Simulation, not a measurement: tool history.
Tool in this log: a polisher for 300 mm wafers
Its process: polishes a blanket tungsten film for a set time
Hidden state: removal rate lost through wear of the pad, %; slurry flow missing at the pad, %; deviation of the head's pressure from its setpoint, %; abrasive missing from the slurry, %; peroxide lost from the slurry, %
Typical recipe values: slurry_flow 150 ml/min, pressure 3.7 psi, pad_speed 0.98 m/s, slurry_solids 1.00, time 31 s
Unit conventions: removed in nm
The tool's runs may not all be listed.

run,hour,slurry_flow,pressure,pad_speed,slurry_solids,time,wafers since the last listed run,wafers polished on this pad,hours since the slurry nozzle was cleaned,hours since the head pressure was calibrated,hours since the slurry blender was calibrated,hours since the slurry got fresh peroxide,"incoming thickness of the incoming film, nm",removed
1,0.0,150,3.7,0.98,1.00,31,0,179,260.6,285.4,403.6,61.5,1127.9,144.7
2,21.0,150,3.7,0.98,0.90,31,148,328,281.6,306.4,424.6,82.5,1141.6,142.9
3,33.1,150,3.7,0.98,0.90,31,85,413,293.7,318.5,436.7,94.6,1144.1,142.4
# hour 40.3: slurry blender recalibrated
4,45.7,150,3.7,0.98,0.90,31,75,489,306.3,331.1,5.4,107.2,1120.4,139.6
5,80.9,150,3.7,0.98,1.00,31,249,738,341.5,366.3,40.6,142.4,1129.7,142.5
# hour 104.2: slurry tank refilled with fresh slurry and peroxide
6,105.5,150,3.7,0.98,1.00,31,167,905,366.1,390.9,65.2,1.3,1115.9,142.1
7,125.4,150,3.7,0.98,1.00,31,140,1046,386.0,410.8,85.1,21.2,1126.5,141.0
# hour 140.1: worn pad replaced by a new one
8,160.4,150,3.7,0.98,1.00,31,219,143,421.0,445.8,120.1,56.2,1133.0,154.1
9,173.5,150,3.7,0.98,1.00,31,92,236,434.1,458.9,133.2,69.3,1128.5,153.5
10,197.3,150,3.7,0.98,1.00,31,168,405,457.9,482.7,157.0,93.1,1119.6,153.4
11,220.4,180,3.1,0.74,1.00,37,163,568,481.0,505.8,180.1,116.2,1117.9,118.2
12,244.6,150,3.7,0.98,1.00,31,171,739,505.2,530.0,204.3,140.4,1133.2,149.1
13,260.3,150,3.7,0.98,1.00,31,111,851,520.9,545.7,220.0,156.1,1147.5,151.4
# hour 273.6: head pressure recalibrated
# hour 275.5: slurry tank refilled with fresh slurry and peroxide
14,287.7,150,3.7,0.98,1.00,31,172,1023,548.3,14.1,247.4,12.2,1125.5,132.8
15,310.4,150,3.7,1.10,0.75,31,160,1184,571.0,36.8,270.1,34.9,1132.0,134.5
# hour 316.2: worn pad replaced by a new one
16,339.4,150,3.7,0.98,1.00,31,176,164,600.0,65.8,299.1,63.9,1135.1,141.7
17,375.0,150,3.7,0.98,1.15,31,252,416,635.6,101.4,334.7,99.5,1132.4,144.7
18,401.7,150,3.7,1.28,0.70,31,189,605,662.3,128.1,361.4,126.2,1131.9,165.4
# hour 412.7: slurry nozzle cleaned
19,433.4,120,5.0,0.98,0.90,21,217,822,20.7,159.8,393.1,157.9,1127.1,114.2
# hour 453.5: slurry blender recalibrated
# hour 471.7: worn pad replaced by a new one
# hour 479.7: slurry tank refilled with fresh slurry and peroxide
20,524.4,100,3.7,0.98,1.25,31,594,365,111.7,250.8,70.9,44.7,1146.1,142.5
21,556.1,150,3.7,0.98,0.85,31,224,590,143.4,282.5,102.6,76.4,1147.5,137.5
22,577.3,150,3.7,0.98,1.00,31,150,740,164.6,303.7,123.8,97.6,1126.6,141.2
23,608.2,150,3.7,1.30,1.00,35,218,959,195.5,334.6,154.7,128.5,1144.2,209.5
# hour 618.8: worn pad replaced by a new one
24,643.2,150,3.7,0.86,1.00,25,219,173,230.5,369.6,189.7,163.5,1148.4,107.4
25,660.4,170,4.4,0.66,1.00,38,121,294,247.7,386.8,206.9,180.7,1128.3,150.5
# hour 669.8: slurry tank refilled with fresh slurry and peroxide
26,675.6,150,3.7,1.28,0.90,31,100,395,262.9,402.0,222.1,5.8,1126.9,188.6

Selected run-to-run steps in removed, each split into two signed amounts: the part the tool would show with no hidden state at all (from settings, incoming material and random variation), and the remainder, which goes to the hidden state together with any gauge scatter not common to the measured and the hidden-state-free results:
Run 13 -> 14: head pressure recalibrated, slurry tank refilled with fresh slurry and peroxide. removed -18.6 nm: hidden state -16.0, all else -2.6.
Run 15 -> 16: pad_speed 1.10 -> 0.98, slurry_solids 0.75 -> 1.00, worn pad replaced by a new one. removed +7.2 nm: hidden state +10.3, all else -3.1.
Run 22 -> 23: pad_speed 0.98 -> 1.30, time 31 -> 35. removed +68.3 nm: hidden state -1.1, all else +69.4.
Run 23 -> 24: pad_speed 1.30 -> 0.86, time 35 -> 25, worn pad replaced by a new one. removed -102.1 nm: hidden state +4.6, all else -106.7.
